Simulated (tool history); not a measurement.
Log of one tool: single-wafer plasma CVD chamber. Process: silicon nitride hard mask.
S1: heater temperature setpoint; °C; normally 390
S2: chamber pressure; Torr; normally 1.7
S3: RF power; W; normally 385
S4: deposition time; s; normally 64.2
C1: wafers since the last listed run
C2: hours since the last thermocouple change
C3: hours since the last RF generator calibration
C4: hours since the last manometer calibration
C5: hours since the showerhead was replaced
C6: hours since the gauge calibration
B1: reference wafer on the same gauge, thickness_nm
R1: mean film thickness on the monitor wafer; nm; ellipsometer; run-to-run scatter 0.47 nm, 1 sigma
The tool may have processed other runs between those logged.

Run 1, day 0: usual settings but S4 69.7 s; C1 0; C2 1682.8; C3 1789; C4 218.9; C5 2274.8; C6 1276.5; B1 78.431. Result: R1 98.13 nm.
Run 2, day 2.712: usual settings but S4 69.7 s; C1 1323; C2 1747.9; C3 1854.1; C4 284; C5 2339.9; C6 1341.6; B1 78.372. Result: R1 96.665 nm.
Run 3, day 4.112: usual settings but S2 1.49 Torr; C1 683; C2 1781.5; C3 1887.7; C4 317.6; C5 2373.5; C6 1375.2; B1 78.373. Result: R1 87.625 nm.
Run 4, day 5.579: usual settings; C1 715; C2 1816.7; C3 1922.9; C4 352.8; C5 2408.7; C6 1410.4; B1 78.301. Result: R1 90.793 nm.
Run 5, day 8.088: usual settings; C1 1223; C2 1876.9; C3 1983.1; C4 413; C5 2468.9; C6 1470.6; B1 78.226. Result: R1 90.067 nm.
Run 6, day 9.983: usual settings; C1 924; C2 1922.4; C3 2028.6; C4 458.5; C5 2514.4; C6 1516.1; B1 78.324. Result: R1 89.53 nm.
Run 7, day 11.283: usual settings; C1 634; C2 1953.6; C3 2059.8; C4 489.7; C5 2545.6; C6 1547.3; B1 78.326. Result: R1 89.28 nm.
At day 15.742: gauge calibrated.
Run 8, day 16.004: usual settings; C1 2303; C2 2066.9; C3 2173.1; C4 603; C5 2658.9; C6 6.3; B1 78.297. Result: R1 89.646 nm.
Run 9, day 18.396: usual settings; C1 1166; C2 2124.3; C3 2230.5; C4 660.4; C5 2716.3; C6 63.7; B1 78.353. Result: R1 89.794 nm.
At day 19.729: RF generator calibrated.
Run 10, day 20.171: usual settings; C1 703; C2 2166.9; C3 10.6; C4 703; C5 2758.9; C6 106.3; B1 78.451. Result: R1 89.503 nm.
Run 11, day 24.692: usual settings; C1 2205; C2 2275.4; C3 119.1; C4 811.5; C5 2867.4; C6 214.8; B1 78.3. Result: R1 89.341 nm.
Run 12, day 27.538: usual settings but S1 383 °C, S2 1.55 Torr; C1 1388; C2 2343.7; C3 187.4; C4 879.8; C5 2935.7; C6 283.1; B1 78.366. Result: R1 88.732 nm.
At day 29.017: capacitance manometer re-zeroed and calibrated.
Run 13, day 29.038: usual settings but S1 400 °C, S4 52.6 s; C1 569; C2 2379.7; C3 223.4; C4 0.5; C5 2971.7; C6 319.1; B1 78.478. Result: R1 73.354 nm.
Run 14, day 31.65: usual settings; C1 1274; C2 2442.4; C3 286.1; C4 63.2; C5 3034.4; C6 381.8; B1 78.4. Result: R1 89.244 nm.
Run 15, day 34.525: usual settings but S1 399 °C, S3 335 W; C1 1402; C2 2511.4; C3 355.1; C4 132.2; C5 3103.4; C6 450.8; B1 78.374. Result: R1 81.375 nm.
Run 16, day 36.458: usual settings but S1 394 °C, S2 2.04 Torr, S3 340 W; C1 943; C2 2557.8; C3 401.5; C4 178.6; C5 3149.8; C6 497.2; B1 78.358. Result: R1 84.316 nm.
Run 17, day 37.742: usual settings but S3 315 W; C1 626; C2 2588.6; C3 432.3; C4 209.4; C5 3180.6; C6 528; B1 78.418. Result: R1 78.795 nm.
Run 18, day 40.246: usual settings but S2 1.54 Torr; C1 1221; C2 2648.7; C3 492.4; C4 269.5; C5 3240.7; C6 588.1; B1 78.437. Result: R1 88.646 nm.
Run 19, day 41.983: usual settings but S2 2.01 Torr, S3 350 W; C1 847; C2 2690.4; C3 534.1; C4 311.2; C5 3282.4; C6 629.8; B1 78.226. Result: R1 86.329 nm.
Run 20, day 44.438: usual settings; C1 1197; C2 2749.3; C3 593; C4 370.1; C5 3341.3; C6 688.7; B1 78.441. Result: R1 89.625 nm.
At day 45.546: showerhead replaced.
Run 21, day 46.667: usual settings but S1 396 °C; C1 924; C2 2802.8; C3 646.5; C4 423.6; C5 26.9; C6 742.2; B1 78.303. Result: R1 88.952 nm.
At day 47.583: thermocouple changed; heater temperature recalibrated.
Run 22, day 49.225: usual settings but S4 70 s; C1 1085; C2 39.4; C3 707.9; C4 485; C5 88.3; C6 803.6; B1 78.4. Result: R1 97.795 nm.
Run 23, day 51.358: usual settings but S1 397 °C; C1 1040; C2 90.6; C3 759.1; C4 536.2; C5 139.5; C6 854.8; B1 78.333. Result: R1 90.123 nm.
Run 24, day 52.817: usual settings but S1 404 °C, S2 1.86 Torr, S4 72.9 s; C1 711; C2 125.6; C3 794.1; C4 571.2; C5 174.5; C6 889.8; B1 78.402. Result: R1 102.468 nm.
Run 25, day 55.738: usual settings; C1 1425; C2 195.7; C3 864.2; C4 641.3; C5 244.6; C6 959.9; B1 78.508. Result: R1 90.141 nm.
Run 26, day 58.7: usual settings but S1 394 °C; C1 1445; C2 266.8; C3 935.3; C4 712.4; C5 315.7; C6 1031; B1 78.392. Result: R1 89.2 nm.
Run 27, day 60.225: usual settings but S1 396 °C, S2 1.81 Torr; C1 744; C2 303.4; C3 971.9; C4 749; C5 352.3; C6 1067.6; B1 78.523. Result: R1 90.313 nm.
Run 28, day 62.046: usual settings but S2 2.01 Torr, S4 76.8 s; C1 888; C2 347.1; C3 1015.6; C4 792.7; C5 396; C6 1111.3; B1 78.357. Result: R1 110.145 nm.
Run 29, day 63.142: usual settings but S2 1.85 Torr, S3 345 W, S4 55.7 s; C1 534; C2 373.4; C3 1041.9; C4 819; C5 422.3; C6 1137.6; B1 78.397. Result: R1 73.727 nm.
At day 64.138: capacitance manometer re-zeroed and calibrated.
Run 30, day 65.467: usual settings but S2 1.82 Torr, S3 325 W; C1 971; C2 429.2; C3 1097.7; C4 31.9; C5 478.1; C6 1193.4; B1 78.346. Result: R1 81.247 nm.

Entry by entry between the runs, the difference in hidden state between the last listed run before and the first listed run after:
Runs 7 to 8: gauge calibrated (day 15.742)
  nothing in the hidden state changes from one run to the other
Runs 9 to 10: RF generator calibrated (day 19.729)
  nothing in the hidden state changes from one run to the other
Runs 12 to 13: capacitance manometer re-zeroed and calibrated (day 29.017)
  nothing in the hidden state changes from one run to the other
Runs 20 to 21: showerhead replaced (day 45.546)
  nothing in the hidden state changes from one run to the other
Runs 21 to 22: thermocouple changed; heater temperature recalibrated (day 47.583)
  nothing in the hidden state changes from one run to the other
Runs 29 to 30: capacitance manometer re-zeroed and calibrated (day 64.138)
  nothing in the hidden state changes from one run to the other
